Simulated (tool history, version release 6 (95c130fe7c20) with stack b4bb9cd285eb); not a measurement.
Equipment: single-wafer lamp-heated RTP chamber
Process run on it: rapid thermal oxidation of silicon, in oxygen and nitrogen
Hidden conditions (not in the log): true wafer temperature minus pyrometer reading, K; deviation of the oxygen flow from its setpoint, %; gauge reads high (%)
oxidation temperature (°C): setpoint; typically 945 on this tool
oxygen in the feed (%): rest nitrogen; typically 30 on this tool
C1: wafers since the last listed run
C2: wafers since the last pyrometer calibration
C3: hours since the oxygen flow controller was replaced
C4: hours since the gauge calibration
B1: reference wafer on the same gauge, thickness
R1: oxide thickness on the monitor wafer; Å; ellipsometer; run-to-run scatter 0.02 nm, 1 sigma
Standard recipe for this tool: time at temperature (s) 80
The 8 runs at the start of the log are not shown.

{"run": 9, "hour": 128.5, "oxidation temperature (°C)": 965, "time at temperature (s)": 80, "oxygen in the feed (%)": 30, "C1": 131, "C2": 3171, "C3": 4272.9, "C4": 19.5, "B1": 3.836, "R1": 41.42}
{"run": 10, "hour": 141.0, "oxidation temperature (°C)": 945, "time at temperature (s)": 80, "oxygen in the feed (%)": 49, "C1": 109, "C2": 3281, "C3": 4285.4, "C4": 32, "B1": 3.839, "R1": 42.07}
{"run": 11, "hour": 147.4, "oxidation temperature (°C)": 945, "time at temperature (s)": 80, "oxygen in the feed (%)": 49, "C1": 56, "C2": 3337, "C3": 4291.8, "C4": 38.4, "B1": 3.834, "R1": 41.86}
{"hour": 159.7, "done": "pyrometer window cleaned and pyrometer calibrated"}
{"run": 12, "hour": 160.2, "oxidation temperature (°C)": 945, "time at temperature (s)": 109, "oxygen in the feed (%)": 30, "C1": 42, "C2": 4, "C3": 4304.6, "C4": 51.2, "B1": 3.835, "R1": 38.76}
{"run": 13, "hour": 167.3, "oxidation temperature (°C)": 945, "time at temperature (s)": 109, "oxygen in the feed (%)": 30, "C1": 62, "C2": 66, "C3": 4311.7, "C4": 58.3, "B1": 3.837, "R1": 38.88}
{"run": 14, "hour": 180.5, "oxidation temperature (°C)": 945, "time at temperature (s)": 80, "oxygen in the feed (%)": 30, "C1": 115, "C2": 182, "C3": 4324.9, "C4": 71.5, "B1": 3.826, "R1": 35.09}
{"run": 15, "hour": 196.6, "oxidation temperature (°C)": 945, "time at temperature (s)": 80, "oxygen in the feed (%)": 30, "C1": 141, "C2": 324, "C3": 4341, "C4": 87.6, "B1": 3.845, "R1": 35.26}
{"hour": 206.6, "done": "oxygen flow controller replaced"}
{"run": 16, "hour": 207.1, "oxidation temperature (°C)": 945, "time at temperature (s)": 80, "oxygen in the feed (%)": 17, "C1": 21, "C2": 346, "C3": 0.5, "C4": 98.1, "B1": 3.842, "R1": 31.26}
{"run": 17, "hour": 215.1, "oxidation temperature (°C)": 945, "time at temperature (s)": 80, "oxygen in the feed (%)": 17, "C1": 70, "C2": 416, "C3": 8.5, "C4": 106.1, "B1": 3.831, "R1": 31.54}
{"run": 18, "hour": 227.6, "oxidation temperature (°C)": 945, "time at temperature (s)": 80, "oxygen in the feed (%)": 30, "C1": 109, "C2": 526, "C3": 21, "C4": 118.6, "B1": 3.849, "R1": 35.13}
{"run": 19, "hour": 236.0, "oxidation temperature (°C)": 961, "time at temperature (s)": 80, "oxygen in the feed (%)": 17, "C1": 73, "C2": 599, "C3": 29.4, "C4": 127, "B1": 3.843, "R1": 33.22}
{"run": 20, "hour": 244.5, "oxidation temperature (°C)": 945, "time at temperature (s)": 80, "oxygen in the feed (%)": 30, "C1": 74, "C2": 674, "C3": 37.9, "C4": 135.5, "B1": 3.841, "R1": 34.96}
{"run": 21, "hour": 260.8, "oxidation temperature (°C)": 969, "time at temperature (s)": 80, "oxygen in the feed (%)": 30, "C1": 143, "C2": 817, "C3": 54.2, "C4": 151.8, "B1": 3.847, "R1": 40.04}
{"run": 22, "hour": 309.6, "oxidation temperature (°C)": 957, "time at temperature (s)": 64, "oxygen in the feed (%)": 17, "C1": 428, "C2": 1246, "C3": 103, "C4": 200.6, "B1": 3.839, "R1": 30.98}

Expected results for the next run?
{"run": 23, "hour": 318.8, "oxidation temperature (°C)": 945, "time at temperature (s)": 80, "oxygen in the feed (%)": 30, "C1": 80, "C2": 1327, "C3": 112.2, "C4": 209.8, "B1": "?", "R1": "?"}

For run 23 the tool returned B1 3.85, R1 35.37 Å.
Take away the tool's hidden state, keep the run-to-run variation as it was, and the same run would have given R1 34.76 Å.
